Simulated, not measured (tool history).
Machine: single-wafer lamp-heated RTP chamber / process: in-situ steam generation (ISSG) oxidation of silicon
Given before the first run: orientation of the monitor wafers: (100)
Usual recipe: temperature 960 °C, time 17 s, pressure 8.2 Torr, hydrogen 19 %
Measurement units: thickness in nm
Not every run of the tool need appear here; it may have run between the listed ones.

run	day	temperature	time	pressure	hydrogen	read-back reference wafer on the same gauge, thickness	thickness
1	0.000	960	17	8.2	19	5.017	4.259
2	1.550	960	17	8.2	19	5.017	4.309
3	4.112	960	17	8.2	19	5.002	4.244
4	8.062	960	17	8.2	19	4.987	4.248
5	10.946	960	17	8.2	19	4.971	4.254
6	15.167	960	14	8.2	19	4.978	3.960
7	19.183	960	17	8.2	19	4.960	4.187
8	23.562	960	12	9.3	19	4.948	3.657
9	27.150	955	15	7.0	11	4.953	3.478
10	32.504	960	24	9.1	19	4.943	4.908
11	38.412	960	17	8.2	16	4.936	4.083
12	42.304	979	17	9.0	19	5.125	4.607
13	46.296	947	22	9.0	15	5.091	4.366
14	50.625	960	17	8.2	19	5.046	4.283
15	53.421	946	17	8.2	19	5.018	4.110

Missing from the log above: 8 entries noted between runs. For each, name the pair of listed runs it sits between and say how the tool's hidden condition differs from the listed run just before to the listed run just after:
Runs 3 to 4: pyrometer window cleaned and pyrometer calibrated (day 7.017)
  gauge reads high (%): -3.57 -> -3.83
  measured result minus the result with no hidden state, thickness: -0.156 -> -0.169 nm
Runs 6 to 7: pyrometer window cleaned and pyrometer calibrated (day 16.754)
  gauge reads high (%): -4.18 -> -4.34
  measured result minus the result with no hidden state, thickness: -0.173 -> -0.190 nm
Runs 7 to 8: pressure gauge zeroed (day 19.888)
  gauge reads high (%): -4.34 -> -4.47
  measured result minus the result with no hidden state, thickness: -0.190 -> -0.172 nm
Runs 9 to 10: pyrometer window cleaned and pyrometer calibrated (day 27.662)
  gauge reads high (%): -4.57 -> -4.68
  measured result minus the result with no hidden state, thickness: -0.166 -> -0.241 nm
Runs 10 to 11: hydrogen flow controller replaced (day 33.008); pyrometer window cleaned and pyrometer calibrated (day 38.283)
  gauge reads high (%): -4.68 -> -4.77
  measured result minus the result with no hidden state, thickness: -0.241 -> -0.205 nm
Runs 11 to 12: gauge calibrated (day 39.446)
  gauge reads high (%): -4.77 -> -1.35
  measured result minus the result with no hidden state, thickness: -0.205 -> -0.063 nm
Runs 13 to 14: pyrometer window cleaned and pyrometer calibrated (day 48.333)
  gauge reads high (%): -2.14 -> -2.84
  measured result minus the result with no hidden state, thickness: -0.095 -> -0.125 nm

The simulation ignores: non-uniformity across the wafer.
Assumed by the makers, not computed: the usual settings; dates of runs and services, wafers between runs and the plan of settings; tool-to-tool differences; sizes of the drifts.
